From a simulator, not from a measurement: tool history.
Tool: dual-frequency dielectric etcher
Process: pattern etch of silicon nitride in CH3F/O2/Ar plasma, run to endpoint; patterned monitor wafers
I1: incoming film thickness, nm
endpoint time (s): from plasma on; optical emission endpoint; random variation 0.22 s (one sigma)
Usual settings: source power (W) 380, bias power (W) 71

Run 1, day 0.000: usual settings; I1 50.7. Result: endpoint time (s) 74.1.
Run 2, day 0.658: usual settings; I1 50.7. Result: endpoint time (s) 73.9.
Run 3, day 1.792: usual settings; I1 50.3. Result: endpoint time (s) 73.3.
Run 4, day 4.888: usual settings but source power (W) 450; I1 50.4. Result: endpoint time (s) 66.6.
Run 5, day 5.888: usual settings; I1 50.4. Result: endpoint time (s) 72.5.
Run 6, day 6.512: usual settings; I1 50.5. Result: endpoint time (s) 72.6.
Run 7, day 7.133: usual settings; I1 49.4. Result: endpoint time (s) 70.9.
Run 8, day 7.996: usual settings; I1 50.2. Result: endpoint time (s) 72.0.
Run 9, day 11.021: usual settings; I1 50.2. Result: endpoint time (s) 72.1.
Run 10, day 12.312: usual settings; I1 50.5. Result: endpoint time (s) 72.2.
Run 11, day 13.242: usual settings; I1 50.5. Result: endpoint time (s) 72.1.
At day 13.996: source power generator calibrated.
Run 12, day 14.017: usual settings but source power (W) 340, bias power (W) 79; I1 50.1. Result: endpoint time (s) 73.3.
Run 13, day 15.408: usual settings but bias power (W) 80; I1 50.7. Result: endpoint time (s) 69.5.
Run 14, day 16.125: usual settings but source power (W) 410, bias power (W) 79; I1 51.0. Result: endpoint time (s) 67.1.
At day 19.692: wet clean of the chamber.
Run 15, day 19.712: usual settings but source power (W) 300, bias power (W) 85; I1 50.4. Result: endpoint time (s) 79.7.
At day 20.733: upper electrode replaced.
Run 16, day 20.754: usual settings but source power (W) 470; I1 50.0. Result: endpoint time (s) 65.8.
Run 17, day 21.429: usual settings but source power (W) 290; I1 50.5. Result: endpoint time (s) 86.0.
At day 22.088: bias power generator calibrated.
Run 18, day 22.108: usual settings but source power (W) 440, bias power (W) 65; I1 50.3. Result: endpoint time (s) 70.2.

The next listed run, before its measurement:
Run 19, day 22.600: usual settings; I1 51.0. Result: endpoint time (s) ?.

Run 19 gave endpoint time (s) 74.5.
Without the tool's hidden state the same run would have given endpoint time (s) 75.0.
